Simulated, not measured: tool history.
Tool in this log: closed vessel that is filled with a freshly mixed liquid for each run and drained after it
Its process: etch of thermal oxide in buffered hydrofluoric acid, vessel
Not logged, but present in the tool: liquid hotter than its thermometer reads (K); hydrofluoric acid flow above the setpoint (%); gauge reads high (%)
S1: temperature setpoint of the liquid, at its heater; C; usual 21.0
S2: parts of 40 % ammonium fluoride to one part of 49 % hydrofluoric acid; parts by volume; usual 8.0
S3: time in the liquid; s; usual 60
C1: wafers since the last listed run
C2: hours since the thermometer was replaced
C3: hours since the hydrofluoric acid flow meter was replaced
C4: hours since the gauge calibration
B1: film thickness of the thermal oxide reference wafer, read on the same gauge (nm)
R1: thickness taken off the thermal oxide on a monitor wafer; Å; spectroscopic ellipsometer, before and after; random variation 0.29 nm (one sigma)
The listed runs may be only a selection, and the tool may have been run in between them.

| run | day | S1 | S2 | S3 | C1 | C2 | C3 | C4 | B1 | R1 |
|---|---|---|---|---|---|---|---|---|---|---|
| 1 | 0.000 | 21.0 | 6.5 | 60 | 0 | 620.7 | 1106.3 | 71.1 | 59.98 | 848.1 |
| 2 | 2.062 | 21.0 | 8.0 | 60 | 7178 | 670.2 | 1155.8 | 120.6 | 60.07 | 691.9 |
|  | 3.992 | thermometer replaced |
|  | 4.458 | hydrofluoric acid flow meter replaced |
| 3 | 4.904 | 21.0 | 8.0 | 45 | 9600 | 21.9 | 10.7 | 188.8 | 60.02 | 513.2 |
| 4 | 6.117 | 21.0 | 8.0 | 60 | 4220 | 51.0 | 39.8 | 217.9 | 60.02 | 686.4 |
| 5 | 8.483 | 23.5 | 6.5 | 60 | 8237 | 107.8 | 96.6 | 274.7 | 59.99 | 975.4 |
| 6 | 10.229 | 21.0 | 8.0 | 60 | 6076 | 149.7 | 138.5 | 316.6 | 60.00 | 680.0 |
| 7 | 11.996 | 21.0 | 10.0 | 85 | 6149 | 192.1 | 180.9 | 359.0 | 59.96 | 804.0 |
| 8 | 14.229 | 21.0 | 10.0 | 85 | 7773 | 245.7 | 234.5 | 412.6 | 59.99 | 802.8 |
| 9 | 15.238 | 21.0 | 8.0 | 60 | 3509 | 269.9 | 258.7 | 436.8 | 59.96 | 689.0 |
| 10 | 16.288 | 24.0 | 8.0 | 30 | 3654 | 295.1 | 283.9 | 462.0 | 60.02 | 408.2 |
| 11 | 17.392 | 21.0 | 8.0 | 60 | 3843 | 321.6 | 310.4 | 488.5 | 60.01 | 686.8 |
| 12 | 19.538 | 25.0 | 8.0 | 80 | 7468 | 373.1 | 361.9 | 540.0 | 60.00 | 1130.1 |
| 13 | 22.454 | 21.0 | 8.0 | 60 | 10151 | 443.1 | 431.9 | 610.0 | 59.98 | 686.1 |
| 14 | 24.904 | 21.0 | 8.0 | 30 | 8527 | 501.9 | 490.7 | 668.8 | 59.98 | 343.9 |
| 15 | 27.179 | 17.5 | 6.5 | 45 | 7918 | 556.5 | 545.3 | 723.4 | 60.00 | 523.4 |
| 16 | 28.875 | 21.0 | 8.0 | 60 | 5902 | 597.2 | 586.0 | 764.1 | 60.00 | 681.2 |
| 17 | 30.688 | 21.0 | 8.0 | 60 | 6308 | 640.7 | 629.5 | 807.6 | 59.94 | 688.4 |
| 18 | 34.342 | 24.0 | 9.5 | 40 | 12718 | 728.4 | 717.2 | 895.3 | 60.01 | 460.4 |
|  | 38.479 | thermometer replaced |
| 19 | 40.429 | 21.0 | 8.0 | 60 | 21043 | 46.8 | 863.3 | 1041.4 | 59.96 | 688.6 |
| 20 | 44.262 | 25.0 | 6.0 | 75 | 13342 | 138.8 | 955.3 | 1133.4 | 60.04 | 1403.3 |
|  | 45.333 | gauge calibrated |
| 21 | 47.008 | 21.0 | 5.5 | 70 | 9557 | 204.7 | 1021.2 | 40.2 | 60.00 | 1147.7 |
| 22 | 48.638 | 21.0 | 8.0 | 75 | 5670 | 243.8 | 1060.3 | 79.3 | 59.95 | 861.2 |
| 23 | 51.446 | 21.0 | 10.0 | 75 | 9774 | 311.2 | 1127.7 | 146.7 | 59.97 | 709.0 |
| 24 | 52.521 | 21.0 | 7.0 | 60 | 3741 | 337.0 | 1153.5 | 172.5 | 60.00 | 799.6 |
| 25 | 54.192 | 17.0 | 9.0 | 80 | 5815 | 377.1 | 1193.6 | 212.6 | 60.02 | 646.2 |
| 26 | 56.246 | 18.5 | 8.0 | 50 | 7149 | 426.4 | 1242.9 | 261.9 | 60.02 | 496.8 |
| 27 | 57.767 | 23.5 | 8.0 | 85 | 5293 | 462.9 | 1279.4 | 298.4 | 60.05 | 1115.4 |
|  | 58.283 | hydrofluoric acid flow meter replaced |
| 28 | 59.104 | 19.0 | 6.0 | 70 | 4510 | 495.0 | 19.7 | 330.5 | 60.02 | 943.2 |
| 29 | 63.104 | 21.0 | 10.5 | 60 | 13922 | 591.0 | 115.7 | 426.5 | 60.02 | 536.4 |
| 30 | 64.433 | 23.5 | 8.0 | 35 | 4626 | 622.9 | 147.6 | 458.4 | 59.96 | 462.6 |
| 31 | 65.996 | 25.5 | 9.5 | 60 | 5438 | 660.4 | 185.1 | 495.9 | 60.05 | 745.6 |
| 32 | 68.021 | 17.0 | 8.0 | 60 | 7048 | 709.0 | 233.7 | 544.5 | 60.02 | 547.5 |

Predict each of these 5 candidate next runs independently; none follows another, all start after run 32:
| A | 68.050 | 21.0 | 8.0 | 60 | 101 | 709.7 | 234.4 | 545.2 | ? | ? |
| B | 68.050 | 25.5 | 5.0 | 30 | 101 | 709.7 | 234.4 | 545.2 | ? | ? |
| C | 68.050 | 21.0 | 6.5 | 35 | 101 | 709.7 | 234.4 | 545.2 | ? | ? |
| D | 68.050 | 17.0 | 10.5 | 90 | 101 | 709.7 | 234.4 | 545.2 | ? | ? |
| E | 68.050 | 21.0 | 8.0 | 70 | 101 | 709.7 | 234.4 | 545.2 | ? | ? |

| run | B1 | R1 |
|---|---|---|
| A | 60.05 | 687.8 |
| B | 60.05 | 677.6 |
| C | 60.05 | 494.3 |
| D | 60.05 | 646.7 |
| E | 60.05 | 802.4 |
With the hidden condition removed and each run's random variation left untouched, the same runs would have given:
| run | R1 |
|---|---|
| A | 687.8 |
| B | 677.6 |
| C | 494.3 |
| D | 646.7 |
| E | 802.4 |

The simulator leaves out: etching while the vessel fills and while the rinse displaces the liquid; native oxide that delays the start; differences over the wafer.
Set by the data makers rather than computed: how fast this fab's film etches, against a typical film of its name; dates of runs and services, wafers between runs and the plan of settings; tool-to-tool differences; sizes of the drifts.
